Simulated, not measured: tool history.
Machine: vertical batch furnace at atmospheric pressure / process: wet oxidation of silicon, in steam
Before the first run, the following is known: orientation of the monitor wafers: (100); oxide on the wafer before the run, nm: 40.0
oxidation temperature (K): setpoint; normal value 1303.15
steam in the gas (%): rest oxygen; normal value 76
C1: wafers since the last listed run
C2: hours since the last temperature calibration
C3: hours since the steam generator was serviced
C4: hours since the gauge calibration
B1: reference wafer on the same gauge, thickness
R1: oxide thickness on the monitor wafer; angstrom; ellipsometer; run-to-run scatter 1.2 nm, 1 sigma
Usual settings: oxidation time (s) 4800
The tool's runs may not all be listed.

{"run": 1, "hour": 0.0, "oxidation temperature (K)": 1315.15, "oxidation time (s)": 4800, "steam in the gas (%)": 76, "C1": 0, "C2": 1910.8, "C3": 2482.6, "C4": 810.5, "B1": 488.94, "R1": 5023.8}
{"run": 2, "hour": 66.3, "oxidation temperature (K)": 1315.15, "oxidation time (s)": 4800, "steam in the gas (%)": 76, "C1": 696, "C2": 1977.1, "C3": 2548.9, "C4": 876.8, "B1": 489.16, "R1": 5002.3}
{"run": 3, "hour": 164.8, "oxidation temperature (K)": 1315.15, "oxidation time (s)": 4800, "steam in the gas (%)": 76, "C1": 1034, "C2": 2075.6, "C3": 2647.4, "C4": 975.3, "B1": 489.14, "R1": 5014.3}
{"run": 4, "hour": 277.5, "oxidation temperature (K)": 1303.15, "oxidation time (s)": 4800, "steam in the gas (%)": 76, "C1": 1183, "C2": 2188.3, "C3": 2760.1, "C4": 1088.0, "B1": 489.14, "R1": 4722.6}
{"run": 5, "hour": 376.5, "oxidation temperature (K)": 1303.15, "oxidation time (s)": 4800, "steam in the gas (%)": 76, "C1": 1039, "C2": 2287.3, "C3": 2859.1, "C4": 1187.0, "B1": 488.92, "R1": 4717.9}
{"run": 6, "hour": 454.9, "oxidation temperature (K)": 1303.15, "oxidation time (s)": 4800, "steam in the gas (%)": 76, "C1": 823, "C2": 2365.7, "C3": 2937.5, "C4": 1265.4, "B1": 488.87, "R1": 4743.3}
{"run": 7, "hour": 504.4, "oxidation temperature (K)": 1303.15, "oxidation time (s)": 4800, "steam in the gas (%)": 76, "C1": 519, "C2": 2415.2, "C3": 2987.0, "C4": 1314.9, "B1": 489.16, "R1": 4726.9}
{"run": 8, "hour": 597.9, "oxidation temperature (K)": 1303.15, "oxidation time (s)": 4800, "steam in the gas (%)": 76, "C1": 982, "C2": 2508.7, "C3": 3080.5, "C4": 1408.4, "B1": 489.1, "R1": 4724.6}
{"run": 9, "hour": 644.3, "oxidation temperature (K)": 1303.15, "oxidation time (s)": 4800, "steam in the gas (%)": 76, "C1": 487, "C2": 2555.1, "C3": 3126.9, "C4": 1454.8, "B1": 488.96, "R1": 4733.3}
{"hour": 680.8, "done": "steam generator serviced"}
{"run": 10, "hour": 705.8, "oxidation temperature (K)": 1303.15, "oxidation time (s)": 5400, "steam in the gas (%)": 76, "C1": 393, "C2": 2616.6, "C3": 25.0, "C4": 1516.3, "B1": 489.1, "R1": 5088.7}
{"hour": 732.5, "done": "thermocouples replaced and temperature profile calibrated"}
{"run": 11, "hour": 768.7, "oxidation temperature (K)": 1303.15, "oxidation time (s)": 5400, "steam in the gas (%)": 76, "C1": 408, "C2": 36.2, "C3": 87.9, "C4": 1579.2, "B1": 488.88, "R1": 5173.9}
{"run": 12, "hour": 854.0, "oxidation temperature (K)": 1303.15, "oxidation time (s)": 4800, "steam in the gas (%)": 76, "C1": 896, "C2": 121.5, "C3": 173.2, "C4": 1664.5, "B1": 489.03, "R1": 4821.6}
{"run": 13, "hour": 928.8, "oxidation temperature (K)": 1322.15, "oxidation time (s)": 4800, "steam in the gas (%)": 76, "C1": 785, "C2": 196.3, "C3": 248.0, "C4": 1739.3, "B1": 488.86, "R1": 5306.8}
{"run": 14, "hour": 1017.2, "oxidation temperature (K)": 1303.15, "oxidation time (s)": 4800, "steam in the gas (%)": 76, "C1": 928, "C2": 284.7, "C3": 336.4, "C4": 1827.7, "B1": 488.88, "R1": 4795.2}
{"run": 15, "hour": 1109.9, "oxidation temperature (K)": 1284.15, "oxidation time (s)": 6840, "steam in the gas (%)": 76, "C1": 973, "C2": 377.4, "C3": 429.1, "C4": 1920.4, "B1": 488.85, "R1": 5379.7}
{"hour": 1139.4, "done": "thermocouples replaced and temperature profile calibrated, repeated, since the last time left the tool worse"}
{"run": 16, "hour": 1216.6, "oxidation temperature (K)": 1303.15, "oxidation time (s)": 4800, "steam in the gas (%)": 76, "C1": 868, "C2": 77.2, "C3": 535.8, "C4": 2027.1, "B1": 488.97, "R1": 4653.7}
{"run": 17, "hour": 1322.2, "oxidation temperature (K)": 1303.15, "oxidation time (s)": 6120, "steam in the gas (%)": 73, "C1": 1109, "C2": 182.8, "C3": 641.4, "C4": 2132.7, "B1": 488.99, "R1": 5295.1}
{"hour": 1324.9, "done": "gauge calibrated"}
{"run": 18, "hour": 1362.5, "oxidation temperature (K)": 1303.15, "oxidation time (s)": 3420, "steam in the gas (%)": 67, "C1": 423, "C2": 223.1, "C3": 681.7, "C4": 37.6, "B1": 488.95, "R1": 3500.1}
{"run": 19, "hour": 1445.5, "oxidation temperature (K)": 1282.15, "oxidation time (s)": 5790, "steam in the gas (%)": 76, "C1": 871, "C2": 306.1, "C3": 764.7, "C4": 120.6, "B1": 488.85, "R1": 4647.4}
{"run": 20, "hour": 1532.0, "oxidation temperature (K)": 1286.15, "oxidation time (s)": 6000, "steam in the gas (%)": 76, "C1": 908, "C2": 392.6, "C3": 851.2, "C4": 207.1, "B1": 489.16, "R1": 4859.8}
{"run": 21, "hour": 1604.1, "oxidation temperature (K)": 1303.15, "oxidation time (s)": 4800, "steam in the gas (%)": 80, "C1": 757, "C2": 464.7, "C3": 923.3, "C4": 279.2, "B1": 488.9, "R1": 4790.2}
{"run": 22, "hour": 1642.8, "oxidation temperature (K)": 1303.15, "oxidation time (s)": 4800, "steam in the gas (%)": 76, "C1": 406, "C2": 503.4, "C3": 962.0, "C4": 317.9, "B1": 488.95, "R1": 4665.3}
{"run": 23, "hour": 1726.3, "oxidation temperature (K)": 1303.15, "oxidation time (s)": 4800, "steam in the gas (%)": 76, "C1": 877, "C2": 586.9, "C3": 1045.5, "C4": 401.4, "B1": 488.84, "R1": 4665.0}
{"run": 24, "hour": 1780.7, "oxidation temperature (K)": 1312.15, "oxidation time (s)": 4800, "steam in the gas (%)": 84, "C1": 571, "C2": 641.3, "C3": 1099.9, "C4": 455.8, "B1": 489.15, "R1": 5185.4}
{"run": 25, "hour": 1943.2, "oxidation temperature (K)": 1303.15, "oxidation time (s)": 2940, "steam in the gas (%)": 85, "C1": 1707, "C2": 803.8, "C3": 1262.4, "C4": 618.3, "B1": 489.1, "R1": 3701.1}
{"run": 26, "hour": 2041.1, "oxidation temperature (K)": 1303.15, "oxidation time (s)": 4800, "steam in the gas (%)": 87, "C1": 1028, "C2": 901.7, "C3": 1360.3, "C4": 716.2, "B1": 488.81, "R1": 5094.5}
{"run": 27, "hour": 2131.0, "oxidation temperature (K)": 1303.15, "oxidation time (s)": 4800, "steam in the gas (%)": 76, "C1": 944, "C2": 991.6, "C3": 1450.2, "C4": 806.1, "B1": 489.09, "R1": 4675.4}

Run by run, hidden condition taken away, random variation retained:
The hidden state here: true tube temperature minus thermocouple reading, K; steam share off its setpoint, % of the setpoint; gauge reads high (%).
run=1 R1=4978.8
run=2 R1=4954.6
run=3 R1=4962.1
run=4 R1=4664.4
run=5 R1=4654.8
run=6 R1=4675.8
run=7 R1=4657.0
run=8 R1=4649.6
run=9 R1=4655.6
run=10 R1=5003.3
run=11 R1=5003.1
run=12 R1=4658.5
run=13 R1=5145.1
run=14 R1=4632.3
run=15 R1=5188.0
run=16 R1=4647.7
run=17 R1=5288.2
run=18 R1=3494.7
run=19 R1=4639.7
run=20 R1=4851.2
run=21 R1=4781.6
run=22 R1=4656.4
run=23 R1=4655.1
run=24 R1=5174.4
run=25 R1=3689.7
run=26 R1=5078.3
run=27 R1=4658.3
